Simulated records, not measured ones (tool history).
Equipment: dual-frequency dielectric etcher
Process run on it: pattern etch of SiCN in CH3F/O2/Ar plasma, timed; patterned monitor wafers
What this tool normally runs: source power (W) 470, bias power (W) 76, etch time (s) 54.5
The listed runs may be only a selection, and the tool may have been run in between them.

| run | hour | source power (W) | bias power (W) | etch time (s) | read-back reference wafer on the same gauge, depth_nm | mean etch depth across the wafer (nm) |
|---|---|---|---|---|---|---|
| 1 | 0.0 | 470 | 76 | 54.5 | 20.18 | 23.89 |
| 2 | 54.4 | 470 | 76 | 54.5 | 20.22 | 23.91 |
| 3 | 93.5 | 470 | 76 | 54.5 | 20.20 | 23.78 |
| 4 | 142.5 | 470 | 76 | 54.5 | 20.23 | 23.85 |
| 5 | 184.3 | 500 | 76 | 62.5 | 20.19 | 27.95 |
|  | 257.0 | wet clean of the chamber |
| 6 | 257.5 | 500 | 76 | 62.5 | 20.23 | 28.12 |
|  | 281.6 | bias power generator calibrated |
| 7 | 298.5 | 390 | 69 | 54.5 | 20.20 | 20.86 |
| 8 | 360.8 | 390 | 69 | 54.5 | 20.21 | 20.82 |
| 9 | 431.7 | 390 | 69 | 54.5 | 20.22 | 20.93 |
|  | 475.3 | gauge calibrated |
| 10 | 494.6 | 470 | 76 | 54.5 | 20.15 | 24.05 |
| 11 | 526.1 | 470 | 88 | 54.5 | 20.20 | 26.01 |
| 12 | 583.6 | 470 | 88 | 54.5 | 20.20 | 25.64 |
| 13 | 646.0 | 470 | 76 | 54.5 | 20.20 | 23.78 |
| 14 | 670.2 | 470 | 76 | 54.5 | 20.16 | 23.99 |
|  | 683.9 | source power generator calibrated |
| 15 | 702.8 | 470 | 94 | 54.5 | 20.22 | 26.71 |
| 16 | 765.6 | 430 | 76 | 54.5 | 20.21 | 22.92 |
|  | 790.7 | wet clean of the chamber |
| 17 | 824.4 | 470 | 83 | 54.5 | 20.21 | 25.09 |
| 18 | 885.4 | 350 | 70 | 48.0 | 20.23 | 17.79 |
|  | 949.2 | upper electrode replaced |
| 19 | 949.7 | 470 | 76 | 54.5 | 20.21 | 23.76 |
| 20 | 1015.4 | 370 | 67 | 54.5 | 20.20 | 20.15 |
| 21 | 1078.9 | 510 | 88 | 62.0 | 20.21 | 30.72 |
| 22 | 1107.6 | 470 | 76 | 54.5 | 20.22 | 24.11 |
| 23 | 1247.9 | 560 | 83 | 45.0 | 20.20 | 22.22 |
|  | 1282.1 | wet clean of the chamber |
| 24 | 1386.9 | 470 | 76 | 54.5 | 20.19 | 23.83 |
| 25 | 1458.7 | 470 | 76 | 63.5 | 20.20 | 28.03 |
| 26 | 1485.9 | 570 | 68 | 71.0 | 20.24 | 31.66 |
| 27 | 1557.3 | 470 | 76 | 54.5 | 20.20 | 23.68 |
| 28 | 1584.1 | 570 | 57 | 47.0 | 20.19 | 18.79 |
| 29 | 1630.1 | 570 | 76 | 43.5 | 20.21 | 20.70 |
| 30 | 1664.2 | 530 | 59 | 68.5 | 20.21 | 27.19 |

For each run, what was the tool's unlogged condition?
etch rate over this chamber's usual, %: 0 in every run
source power that arrives over what is set, %: 0 in every run
bias power that arrives over what is set, %: 0 in every run
gauge reads high (%): 0 in every run
